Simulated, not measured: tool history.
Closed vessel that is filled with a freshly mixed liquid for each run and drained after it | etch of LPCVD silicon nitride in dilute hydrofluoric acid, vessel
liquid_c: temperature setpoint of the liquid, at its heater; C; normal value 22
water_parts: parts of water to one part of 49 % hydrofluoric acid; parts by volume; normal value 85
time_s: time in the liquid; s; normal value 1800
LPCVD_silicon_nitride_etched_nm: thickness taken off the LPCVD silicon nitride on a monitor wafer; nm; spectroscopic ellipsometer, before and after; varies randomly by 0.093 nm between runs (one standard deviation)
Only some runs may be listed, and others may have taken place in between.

run,hour,liquid_c,water_parts,time_s,wafers since the last listed run,hours since the thermometer was replaced,hours since the hydrofluoric acid flow meter was replaced,hours since the gauge calibration,"read-back film thickness of the LPCVD silicon nitride reference wafer, read on the same gauge (nm)",LPCVD_silicon_nitride_etched_nm
1,0,22,85,1800,0,505.9,399.6,1371,40.04,9.28
# hour 47.6: gauge calibrated
2,69.9,22,85,1800,1684,575.8,469.5,22.3,40,9.33
3,154.1,22,95,1800,2029,660,553.7,106.5,39.97,8.32
4,246.7,22,95,1800,2232,752.6,646.3,199.1,40.02,8.38
5,332.5,22,95,1800,2068,838.4,732.1,284.9,39.96,8.51
6,410.3,18,85,1800,1875,916.2,809.9,362.7,40.01,7.02
7,463.9,22,85,1800,1291,969.8,863.5,416.3,40.01,9.38
8,514.3,22,85,1800,1214,1020.2,913.9,466.7,39.99,9.26
9,613.1,22,85,1800,2381,1119,1012.7,565.5,40.04,9.27
10,673.9,22,85,1800,1465,1179.8,1073.5,626.3,40,9.31
# hour 731: hydrofluoric acid flow meter replaced
11,781.8,22,85,1800,2576,1287.7,50.8,734.2,40.02,9.75
12,870.9,18.5,85,1800,2147,1376.8,139.9,823.3,39.96,7.78
13,920.7,26.5,115,1295,1200,1426.6,189.7,873.1,39.99,7.1
14,987.5,22,85,1800,1610,1493.4,256.5,939.9,40.01,9.81
# hour 1064.6: thermometer replaced
15,1075.1,22,50,2790,2087,10.5,344.1,1027.5,40.06,23.93
16,1112,25.5,55,2380,889,47.4,381,1064.4,40.01,24.04
17,1208.8,19.5,65,1200,2333,144.2,477.8,1161.2,40.02,6.68
# hour 1251.2: gauge calibrated
18,1528.5,22,85,1075,7705,463.9,797.5,277.3,39.99,5.42
19,1603.6,22,100,1800,1810,539,872.6,352.4,40.02,7.8
20,1679.3,17.5,50,2395,1824,614.7,948.3,428.1,40,15.1
21,1729.9,22,85,1800,1219,665.3,998.9,478.7,39.95,9.21
22,1828.5,25.5,65,1400,2376,763.9,1097.5,577.3,39.97,11.47
23,1923.1,20.5,70,2260,2280,858.5,1192.1,671.9,40.02,12.33
24,1964.4,22,85,1800,995,899.8,1233.4,713.2,39.97,9.17
# hour 2015.9: hydrofluoric acid flow meter replaced
25,2071.9,22,85,830,2567,1007.3,56,820.7,40.01,4.54

Had the tool no unlogged condition, and each run kept its random variation, what would the results have been?
The tool's hidden condition here consists of: liquid hotter than its thermometer reads (K); hydrofluoric acid flow below the setpoint (%); gauge reads high (%).
run,LPCVD_silicon_nitride_etched_nm
1,9.34
2,9.4
3,8.4
4,8.48
5,8.63
6,7.12
7,9.54
8,9.44
9,9.46
10,9.52
11,9.39
12,7.49
13,6.87
14,9.49
15,24.51
16,24.65
17,6.86
18,5.61
19,8.09
20,15.66
21,9.59
22,11.97
23,12.88
24,9.6
25,4.41

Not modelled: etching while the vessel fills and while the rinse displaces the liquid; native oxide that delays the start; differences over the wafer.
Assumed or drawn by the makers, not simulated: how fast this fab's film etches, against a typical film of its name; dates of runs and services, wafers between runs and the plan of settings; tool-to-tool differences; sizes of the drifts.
